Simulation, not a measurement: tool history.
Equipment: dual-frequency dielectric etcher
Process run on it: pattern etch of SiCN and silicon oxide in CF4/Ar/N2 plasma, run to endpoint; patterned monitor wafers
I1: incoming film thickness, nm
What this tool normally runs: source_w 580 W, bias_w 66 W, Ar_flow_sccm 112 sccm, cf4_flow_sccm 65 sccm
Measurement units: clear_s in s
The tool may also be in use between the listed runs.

run 1 day=0.000 | source_w=580 bias_w=66 Ar_flow_sccm=112 cf4_flow_sccm=65 | I1=8.93 | clear_s=8.1
run 2 day=1.404 | source_w=580 bias_w=73 Ar_flow_sccm=112 cf4_flow_sccm=65 | I1=8.93 | clear_s=7.8
run 3 day=2.358 | source_w=580 bias_w=73 Ar_flow_sccm=112 cf4_flow_sccm=65 | I1=8.93 | clear_s=8.0
run 4 day=3.458 | source_w=580 bias_w=66 Ar_flow_sccm=112 cf4_flow_sccm=65 | I1=8.85 | clear_s=8.0
run 5 day=4.846 | source_w=580 bias_w=66 Ar_flow_sccm=112 cf4_flow_sccm=59 | I1=8.87 | clear_s=8.3
run 6 day=5.575 | source_w=580 bias_w=66 Ar_flow_sccm=112 cf4_flow_sccm=65 | I1=8.92 | clear_s=8.1
run 7 day=7.042 | source_w=580 bias_w=66 Ar_flow_sccm=112 cf4_flow_sccm=65 | I1=8.94 | clear_s=8.2
run 8 day=7.679 | source_w=580 bias_w=66 Ar_flow_sccm=112 cf4_flow_sccm=65 | I1=8.90 | clear_s=8.3
run 9 day=8.625 | source_w=580 bias_w=66 Ar_flow_sccm=112 cf4_flow_sccm=65 | I1=8.92 | clear_s=8.2
-- day=9.083 bias power generator calibrated
run 10 day=9.512 | source_w=580 bias_w=66 Ar_flow_sccm=112 cf4_flow_sccm=65 | I1=9.00 | clear_s=8.4
run 11 day=10.196 | source_w=580 bias_w=66 Ar_flow_sccm=112 cf4_flow_sccm=65 | I1=8.92 | clear_s=8.3
-- day=10.404 source power generator calibrated
run 12 day=11.396 | source_w=580 bias_w=66 Ar_flow_sccm=112 cf4_flow_sccm=65 | I1=9.03 | clear_s=8.3
run 13 day=12.258 | source_w=500 bias_w=82 Ar_flow_sccm=88 cf4_flow_sccm=65 | I1=8.94 | clear_s=8.5
-- day=13.171 CF4 flow controller replaced
run 14 day=13.412 | source_w=520 bias_w=66 Ar_flow_sccm=136 cf4_flow_sccm=65 | I1=8.94 | clear_s=9.1
-- day=14.354 Ar flow controller replaced
-- day=15.421 wet clean of the chamber
-- day=16.258 upper electrode replaced, of another model than before
run 15 day=16.279 | source_w=530 bias_w=66 Ar_flow_sccm=95 cf4_flow_sccm=65 | I1=8.98 | clear_s=8.2
run 16 day=16.296 | source_w=580 bias_w=66 Ar_flow_sccm=112 cf4_flow_sccm=65 | I1=8.92 | clear_s=8.0
run 17 day=17.158 | source_w=460 bias_w=66 Ar_flow_sccm=121 cf4_flow_sccm=65 | I1=8.91 | clear_s=8.8
run 18 day=17.738 | source_w=580 bias_w=66 Ar_flow_sccm=112 cf4_flow_sccm=72 | I1=8.91 | clear_s=7.8
run 19 day=18.392 | source_w=710 bias_w=66 Ar_flow_sccm=112 cf4_flow_sccm=65 | I1=8.88 | clear_s=7.2
run 20 day=19.279 | source_w=580 bias_w=66 Ar_flow_sccm=112 cf4_flow_sccm=73 | I1=8.96 | clear_s=8.0
run 21 day=20.300 | source_w=580 bias_w=73 Ar_flow_sccm=112 cf4_flow_sccm=65 | I1=8.86 | clear_s=7.9
run 22 day=21.600 | source_w=640 bias_w=66 Ar_flow_sccm=88 cf4_flow_sccm=65 | I1=8.90 | clear_s=7.4
run 23 day=22.579 | source_w=720 bias_w=66 Ar_flow_sccm=112 cf4_flow_sccm=65 | I1=8.88 | clear_s=7.3

What was the tool's hidden state at every run in the log?
source power that arrives over what is set, %: 0 at every run
bias power that arrives over what is set, %: 0 at every run
Ar flow that arrives over what is set, %: 0 at every run
CF4 flow that arrives over what is set, %: 0 at every run
H1: etch rate over this chamber's usual, %
run=1 H1=-1.01
run=2 H1=-1.39
run=3 H1=-1.66
run=4 H1=-1.96
run=5 H1=-2.34
run=6 H1=-2.54
run=7 H1=-2.94
run=8 H1=-3.11
run=9 H1=-3.37
run=10 H1=-3.62
run=11 H1=-3.8
run=12 H1=-4.13
run=13 H1=-4.37
run=14 H1=-4.69
run=15 H1=-0.216
run=16 H1=-0.221
run=17 H1=-0.457
run=18 H1=-0.616
run=19 H1=-0.795
run=20 H1=-1.04
run=21 H1=-1.32
run=22 H1=-1.67
run=23 H1=-1.94
